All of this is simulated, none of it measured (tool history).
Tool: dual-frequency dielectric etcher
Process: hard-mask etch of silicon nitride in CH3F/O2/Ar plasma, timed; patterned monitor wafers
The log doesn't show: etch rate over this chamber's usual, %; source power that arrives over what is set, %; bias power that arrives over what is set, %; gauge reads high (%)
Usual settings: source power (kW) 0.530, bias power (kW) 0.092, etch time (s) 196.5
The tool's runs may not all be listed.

run,hour,source power (kW),bias power (kW),etch time (s),wafers since the last listed run,hours since the last wet clean,hours since the last source power generator calibration,hours since the last bias power generator calibration,hours since the last upper electrode change,hours since the gauge calibration,"read-back reference wafer on the same gauge, depth_nm",mean etch depth across the wafer (Å)
1,0.0,0.530,0.092,218.5,0,249.4,4683.6,4616.4,3485.3,509.1,137.9,1794
2,8.9,0.530,0.092,196.5,71,258.3,4692.5,4625.3,3494.2,518.0,137.9,1611
3,26.6,0.600,0.087,196.5,141,276.0,4710.2,4643.0,3511.9,535.7,138.0,1675
4,37.0,0.570,0.074,196.5,82,286.4,4720.6,4653.4,3522.3,546.1,137.9,1569
5,51.9,0.570,0.074,196.5,118,301.3,4735.5,4668.3,3537.2,561.0,138.0,1573
6,63.3,0.570,0.074,196.5,90,312.7,4746.9,4679.7,3548.6,572.4,138.0,1562
# hour 98.1: upper electrode replaced
7,98.6,0.530,0.092,156.5,90,348.0,4782.2,4715.0,0.5,607.7,138.0,1274
8,98.9,0.570,0.074,196.5,2,348.3,4782.5,4715.3,0.8,608.0,138.1,1567
9,99.3,0.530,0.083,245.5,3,348.7,4782.9,4715.7,1.2,608.4,137.9,1948
10,108.8,0.530,0.092,244.5,75,358.2,4792.4,4725.2,10.7,617.9,137.9,1985
# hour 110.1: gauge calibrated
11,119.5,0.460,0.108,165.5,85,368.9,4803.1,4735.9,21.4,9.4,138.1,1342
12,125.9,0.530,0.092,196.5,51,375.3,4809.5,4742.3,27.8,15.8,138.1,1628
# hour 134.0: source power generator calibrated
# hour 152.4: wet clean of the chamber
13,152.9,0.530,0.092,196.5,36,0.5,18.9,4769.3,54.8,42.8,137.9,1682
14,153.2,0.460,0.098,196.5,2,0.8,19.2,4769.6,55.1,43.1,138.0,1631
15,177.0,0.430,0.092,221.0,189,24.6,43.0,4793.4,78.9,66.9,138.0,1750
16,185.9,0.490,0.092,196.5,71,33.5,51.9,4802.3,87.8,75.8,138.1,1625
# hour 203.2: bias power generator calibrated
17,203.7,0.630,0.082,181.0,110,51.3,69.7,0.5,105.6,93.6,137.9,1595
18,209.3,0.530,0.092,196.5,44,56.9,75.3,6.1,111.2,99.2,138.0,1648
19,217.0,0.530,0.080,236.5,61,64.6,83.0,13.8,118.9,106.9,138.1,1915
20,230.8,0.630,0.092,243.5,110,78.4,96.8,27.6,132.7,120.7,138.1,2177
21,246.4,0.570,0.073,148.5,124,94.0,112.4,43.2,148.3,136.3,138.0,1217
22,263.5,0.590,0.092,196.5,136,111.1,129.5,60.3,165.4,153.4,138.0,1740
23,275.1,0.530,0.092,225.5,92,122.7,141.1,71.9,177.0,165.0,137.9,1913
24,288.2,0.530,0.092,196.5,104,135.8,154.2,85.0,190.1,178.1,138.0,1657
25,297.8,0.530,0.092,226.5,76,145.4,163.8,94.6,199.7,187.7,138.1,1904
26,305.1,0.630,0.075,147.5,58,152.7,171.1,101.9,207.0,195.0,138.1,1259
27,322.0,0.530,0.092,236.5,134,169.6,188.0,118.8,223.9,211.9,138.2,1992
28,339.9,0.530,0.092,226.5,142,187.5,205.9,136.7,241.8,229.8,138.0,1890
29,356.6,0.440,0.092,196.5,133,204.2,222.6,153.4,258.5,246.5,138.1,1529
30,372.1,0.530,0.092,196.5,123,219.7,238.1,168.9,274.0,262.0,138.1,1615

Some steps in mean etch depth across the wafer (Å) between neighbouring runs. How much of each would the tool show without its hidden state too (settings, what came in, random variation), and how much is left for the hidden state, with any gauge scatter that isn't in both results?
Run 10 -> 11: source power (kW) 0.530 -> 0.460, bias power (kW) 0.092 -> 0.108, etch time (s) 244.5 -> 165.5, gauge calibrated. mean etch depth across the wafer (Å) -643: hidden state +33, all else -676.
Run 12 -> 13: source power generator calibrated, wet clean of the chamber. mean etch depth across the wafer (Å) +54: hidden state +88, all else -34.
Run 20 -> 21: source power (kW) 0.630 -> 0.570, bias power (kW) 0.092 -> 0.073, etch time (s) 243.5 -> 148.5. mean etch depth across the wafer (Å) -960: hidden state +13, all else -973.
Run 25 -> 26: source power (kW) 0.530 -> 0.630, bias power (kW) 0.092 -> 0.075, etch time (s) 226.5 -> 147.5. mean etch depth across the wafer (Å) -645: hidden state +15, all else -660.
Run 26 -> 27: source power (kW) 0.630 -> 0.530, bias power (kW) 0.075 -> 0.092, etch time (s) 147.5 -> 236.5. mean etch depth across the wafer (Å) +733: hidden state -26, all else +759.
